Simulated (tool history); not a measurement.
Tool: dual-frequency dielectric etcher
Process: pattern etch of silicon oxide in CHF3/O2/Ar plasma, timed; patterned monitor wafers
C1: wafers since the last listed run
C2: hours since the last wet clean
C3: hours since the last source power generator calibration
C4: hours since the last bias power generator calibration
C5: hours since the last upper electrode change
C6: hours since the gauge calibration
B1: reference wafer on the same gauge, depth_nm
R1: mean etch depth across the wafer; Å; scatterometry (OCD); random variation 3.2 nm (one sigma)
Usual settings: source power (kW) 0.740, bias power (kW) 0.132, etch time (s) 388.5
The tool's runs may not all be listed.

run 1 hour=0.0 | source_power_(kW)=0.740 bias_power_(kW)=0.114 etch_time_(s)=388.5 | C1=0 C2=40.2 C3=4144.2 C4=3630.3 C5=2157.0 C6=399.4 | B1=732.1 | R1=7807
run 2 hour=46.6 | source_power_(kW)=0.740 bias_power_(kW)=0.114 etch_time_(s)=388.5 | C1=121 C2=86.8 C3=4190.8 C4=3676.9 C5=2203.6 C6=446.0 | B1=732.7 | R1=7811
run 3 hour=127.7 | source_power_(kW)=0.740 bias_power_(kW)=0.114 etch_time_(s)=388.5 | C1=210 C2=167.9 C3=4271.9 C4=3758.0 C5=2284.7 C6=527.1 | B1=733.7 | R1=7797
run 4 hour=220.2 | source_power_(kW)=0.740 bias_power_(kW)=0.132 etch_time_(s)=388.5 | C1=240 C2=260.4 C3=4364.4 C4=3850.5 C5=2377.2 C6=619.6 | B1=732.7 | R1=8331
run 5 hour=324.9 | source_power_(kW)=0.740 bias_power_(kW)=0.132 etch_time_(s)=388.5 | C1=272 C2=365.1 C3=4469.1 C4=3955.2 C5=2481.9 C6=724.3 | B1=731.4 | R1=8276
-- hour=339.1 bias power generator calibrated
run 6 hour=381.5 | source_power_(kW)=0.740 bias_power_(kW)=0.132 etch_time_(s)=388.5 | C1=136 C2=421.7 C3=4525.7 C4=42.4 C5=2538.5 C6=780.9 | B1=731.8 | R1=8269
-- hour=426.7 wet clean of the chamber
run 7 hour=427.2 | source_power_(kW)=0.740 bias_power_(kW)=0.132 etch_time_(s)=388.5 | C1=56 C2=0.5 C3=4571.4 C4=88.1 C5=2584.2 C6=826.6 | B1=731.5 | R1=8498
-- hour=480.4 gauge calibrated
run 8 hour=495.6 | source_power_(kW)=0.740 bias_power_(kW)=0.132 etch_time_(s)=439.0 | C1=177 C2=68.9 C3=4639.8 C4=156.5 C5=2652.6 C6=15.2 | B1=730.8 | R1=9546
-- hour=524.6 upper electrode replaced
-- hour=533.4 source power generator calibrated
run 9 hour=601.1 | source_power_(kW)=0.590 bias_power_(kW)=0.102 etch_time_(s)=447.5 | C1=201 C2=174.4 C3=67.7 C4=262.0 C5=76.5 C6=120.7 | B1=731.2 | R1=7792
run 10 hour=653.2 | source_power_(kW)=0.740 bias_power_(kW)=0.132 etch_time_(s)=388.5 | C1=135 C2=226.5 C3=119.8 C4=314.1 C5=128.6 C6=172.8 | B1=730.8 | R1=8368
run 11 hour=715.9 | source_power_(kW)=0.740 bias_power_(kW)=0.132 etch_time_(s)=388.5 | C1=163 C2=289.2 C3=182.5 C4=376.8 C5=191.3 C6=235.5 | B1=731.9 | R1=8212
run 12 hour=792.9 | source_power_(kW)=0.740 bias_power_(kW)=0.159 etch_time_(s)=388.5 | C1=200 C2=366.2 C3=259.5 C4=453.8 C5=268.3 C6=312.5 | B1=730.6 | R1=9024
-- hour=869.4 wet clean of the chamber
run 13 hour=891.9 | source_power_(kW)=0.740 bias_power_(kW)=0.132 etch_time_(s)=388.5 | C1=195 C2=22.5 C3=358.5 C4=552.8 C5=367.3 C6=411.5 | B1=731.6 | R1=8426
run 14 hour=958.1 | source_power_(kW)=0.650 bias_power_(kW)=0.107 etch_time_(s)=388.5 | C1=172 C2=88.7 C3=424.7 C4=619.0 C5=433.5 C6=477.7 | B1=733.0 | R1=7206

How the hidden state differs across the entries between the runs, from the last listed run before each to the first after it:
Between runs 5 and 6: bias power generator calibrated (hour 339.1)
  etch rate over this chamber's usual, %: -2.26 -> -2.63
  measured less the result without the state, R1: -191 -> -223 Å
Between runs 6 and 7: wet clean of the chamber (hour 426.7)
  etch rate over this chamber's usual, %: -2.63 -> 0.223
  measured less the result without the state, R1: -223 -> +19 Å
Between runs 7 and 8: gauge calibrated (hour 480.4)
  etch rate over this chamber's usual, %: 0.223 -> -0.219
  measured less the result without the state, R1: +19 -> -21 Å
Between runs 8 and 9: upper electrode replaced (hour 524.6); source power generator calibrated (hour 533.4)
  etch rate over this chamber's usual, %: -0.219 -> -0.902
  measured less the result without the state, R1: -21 -> -71 Å
Between runs 12 and 13: wet clean of the chamber (hour 869.4)
  etch rate over this chamber's usual, %: -2.14 -> -0.568
  measured less the result without the state, R1: -198 -> -48 Å
